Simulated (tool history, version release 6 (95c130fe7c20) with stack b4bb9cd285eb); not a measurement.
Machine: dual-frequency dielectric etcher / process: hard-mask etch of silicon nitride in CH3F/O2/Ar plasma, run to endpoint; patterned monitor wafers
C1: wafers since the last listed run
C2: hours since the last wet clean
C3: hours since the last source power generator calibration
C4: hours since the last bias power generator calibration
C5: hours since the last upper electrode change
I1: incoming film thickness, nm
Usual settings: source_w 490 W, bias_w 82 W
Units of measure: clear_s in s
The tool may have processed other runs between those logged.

{"run": 1, "hour": 0.0, "source_w": 490, "bias_w": 82, "C1": 0, "C2": 232.8, "C3": 4475.4, "C4": 1879.5, "C5": 4297.4, "I1": 55.3, "clear_s": 69.4}
{"run": 2, "hour": 45.3, "source_w": 490, "bias_w": 82, "C1": 361, "C2": 278.1, "C3": 4520.7, "C4": 1924.8, "C5": 4342.7, "I1": 55.6, "clear_s": 70.3}
{"run": 3, "hour": 93.6, "source_w": 580, "bias_w": 86, "C1": 385, "C2": 326.4, "C3": 4569.0, "C4": 1973.1, "C5": 4391.0, "I1": 54.7, "clear_s": 64.2}
{"run": 4, "hour": 153.3, "source_w": 580, "bias_w": 86, "C1": 476, "C2": 386.1, "C3": 4628.7, "C4": 2032.8, "C5": 4450.7, "I1": 55.4, "clear_s": 65.1}
{"run": 5, "hour": 220.4, "source_w": 580, "bias_w": 86, "C1": 536, "C2": 453.2, "C3": 4695.8, "C4": 2099.9, "C5": 4517.8, "I1": 54.9, "clear_s": 63.0}
{"hour": 252.4, "done": "wet clean of the chamber"}
{"run": 6, "hour": 337.1, "source_w": 490, "bias_w": 82, "C1": 740, "C2": 84.7, "C3": 4812.5, "C4": 2216.6, "C5": 4634.5, "I1": 55.4, "clear_s": 71.4}
{"run": 7, "hour": 387.8, "source_w": 490, "bias_w": 82, "C1": 405, "C2": 135.4, "C3": 4863.2, "C4": 2267.3, "C5": 4685.2, "I1": 54.7, "clear_s": 71.1}
{"run": 8, "hour": 438.1, "source_w": 490, "bias_w": 82, "C1": 401, "C2": 185.7, "C3": 4913.5, "C4": 2317.6, "C5": 4735.5, "I1": 55.8, "clear_s": 71.1}
{"run": 9, "hour": 477.4, "source_w": 490, "bias_w": 82, "C1": 313, "C2": 225.0, "C3": 4952.8, "C4": 2356.9, "C5": 4774.8, "I1": 55.5, "clear_s": 71.4}
{"run": 10, "hour": 508.6, "source_w": 490, "bias_w": 82, "C1": 249, "C2": 256.2, "C3": 4984.0, "C4": 2388.1, "C5": 4806.0, "I1": 54.9, "clear_s": 69.6}
{"run": 11, "hour": 561.6, "source_w": 490, "bias_w": 82, "C1": 423, "C2": 309.2, "C3": 5037.0, "C4": 2441.1, "C5": 4859.0, "I1": 55.1, "clear_s": 69.4}
{"hour": 588.7, "done": "upper electrode replaced"}
{"hour": 629.9, "done": "wet clean of the chamber"}
{"run": 12, "hour": 630.4, "source_w": 490, "bias_w": 82, "C1": 166, "C2": 0.5, "C3": 5105.8, "C4": 2509.9, "C5": 41.7, "I1": 55.1, "clear_s": 72.7}
{"run": 13, "hour": 636.4, "source_w": 490, "bias_w": 82, "C1": 47, "C2": 6.5, "C3": 5111.8, "C4": 2515.9, "C5": 47.7, "I1": 55.1, "clear_s": 71.8}
{"run": 14, "hour": 702.7, "source_w": 490, "bias_w": 82, "C1": 529, "C2": 72.8, "C3": 5178.1, "C4": 2582.2, "C5": 114.0, "I1": 55.2, "clear_s": 72.1}
{"run": 15, "hour": 749.7, "source_w": 600, "bias_w": 92, "C1": 375, "C2": 119.8, "C3": 5225.1, "C4": 2629.2, "C5": 161.0, "I1": 54.8, "clear_s": 64.2}
{"hour": 804.3, "done": "bias power generator calibrated"}
{"run": 16, "hour": 804.8, "source_w": 570, "bias_w": 70, "C1": 408, "C2": 174.9, "C3": 5280.2, "C4": 0.5, "C5": 216.1, "I1": 55.0, "clear_s": 71.7}
{"run": 17, "hour": 946.7, "source_w": 600, "bias_w": 94, "C1": 1133, "C2": 316.8, "C3": 5422.1, "C4": 142.4, "C5": 358.0, "I1": 55.5, "clear_s": 63.2}
{"run": 18, "hour": 986.3, "source_w": 370, "bias_w": 82, "C1": 316, "C2": 356.4, "C3": 5461.7, "C4": 182.0, "C5": 397.6, "I1": 56.0, "clear_s": 75.6}
{"hour": 995.3, "done": "source power generator calibrated"}
{"run": 19, "hour": 1015.6, "source_w": 590, "bias_w": 74, "C1": 202, "C2": 385.7, "C3": 20.3, "C4": 211.3, "C5": 426.9, "I1": 55.2, "clear_s": 68.0}
{"run": 20, "hour": 1084.5, "source_w": 450, "bias_w": 74, "C1": 550, "C2": 454.6, "C3": 89.2, "C4": 280.2, "C5": 495.8, "I1": 54.4, "clear_s": 72.5}
{"hour": 1121.5, "done": "wet clean of the chamber"}
{"run": 21, "hour": 1143.3, "source_w": 490, "bias_w": 82, "C1": 278, "C2": 21.8, "C3": 148.0, "C4": 339.0, "C5": 554.6, "I1": 55.4, "clear_s": 72.0}
{"run": 22, "hour": 1195.2, "source_w": 600, "bias_w": 92, "C1": 414, "C2": 73.7, "C3": 199.9, "C4": 390.9, "C5": 606.5, "I1": 55.4, "clear_s": 65.7}
{"run": 23, "hour": 1229.9, "source_w": 410, "bias_w": 89, "C1": 277, "C2": 108.4, "C3": 234.6, "C4": 425.6, "C5": 641.2, "I1": 55.3, "clear_s": 72.6}
{"run": 24, "hour": 1289.7, "source_w": 600, "bias_w": 91, "C1": 477, "C2": 168.2, "C3": 294.4, "C4": 485.4, "C5": 701.0, "I1": 54.9, "clear_s": 65.5}
{"run": 25, "hour": 1334.7, "source_w": 490, "bias_w": 96, "C1": 359, "C2": 213.2, "C3": 339.4, "C4": 530.4, "C5": 746.0, "I1": 55.4, "clear_s": 67.1}
{"run": 26, "hour": 1401.6, "source_w": 490, "bias_w": 82, "C1": 534, "C2": 280.1, "C3": 406.3, "C4": 597.3, "C5": 812.9, "I1": 54.9, "clear_s": 70.5}
{"run": 27, "hour": 1428.7, "source_w": 390, "bias_w": 82, "C1": 216, "C2": 307.2, "C3": 433.4, "C4": 624.4, "C5": 840.0, "I1": 55.1, "clear_s": 73.2}
{"run": 28, "hour": 1460.3, "source_w": 600, "bias_w": 98, "C1": 252, "C2": 338.8, "C3": 465.0, "C4": 656.0, "C5": 871.6, "I1": 54.5, "clear_s": 61.8}
{"hour": 1517.3, "done": "wet clean of the chamber"}
{"run": 29, "hour": 1517.8, "source_w": 420, "bias_w": 91, "C1": 267, "C2": 0.5, "C3": 522.5, "C4": 713.5, "C5": 929.1, "I1": 55.4, "clear_s": 73.5}

How the hidden state differs across the entries between the runs, from the last listed run before each to the first after it:
Run 5 -> run 6: wet clean of the chamber (hour 252.4)
  etch rate over this chamber's usual, %: 6.57 -> 0.756
  difference, measured minus the result without the unlogged condition, clear_s: -4.2 -> -0.6 s
Run 11 -> run 12: upper electrode replaced (hour 588.7); wet clean of the chamber (hour 629.9)
  etch rate over this chamber's usual, %: 3.53 -> -0.867
  difference, measured minus the result without the unlogged condition, clear_s: -2.5 -> +0.6 s
Run 15 -> run 16: bias power generator calibrated (hour 804.3)
  etch rate over this chamber's usual, %: 0.606 -> 1.29
  difference, measured minus the result without the unlogged condition, clear_s: -0.4 -> -0.9 s
Run 18 -> run 19: source power generator calibrated (hour 995.3)
  etch rate over this chamber's usual, %: 3.53 -> 3.89
  difference, measured minus the result without the unlogged condition, clear_s: -2.7 -> -2.7 s
Run 20 -> run 21: wet clean of the chamber (hour 1121.5)
  etch rate over this chamber's usual, %: 4.74 -> -0.366
  difference, measured minus the result without the unlogged condition, clear_s: -3.4 -> +0.2 s
Run 28 -> run 29: wet clean of the chamber (hour 1517.3)
  etch rate over this chamber's usual, %: 3.55 -> -0.206
  difference, measured minus the result without the unlogged condition, clear_s: -2.2 -> +0.2 s

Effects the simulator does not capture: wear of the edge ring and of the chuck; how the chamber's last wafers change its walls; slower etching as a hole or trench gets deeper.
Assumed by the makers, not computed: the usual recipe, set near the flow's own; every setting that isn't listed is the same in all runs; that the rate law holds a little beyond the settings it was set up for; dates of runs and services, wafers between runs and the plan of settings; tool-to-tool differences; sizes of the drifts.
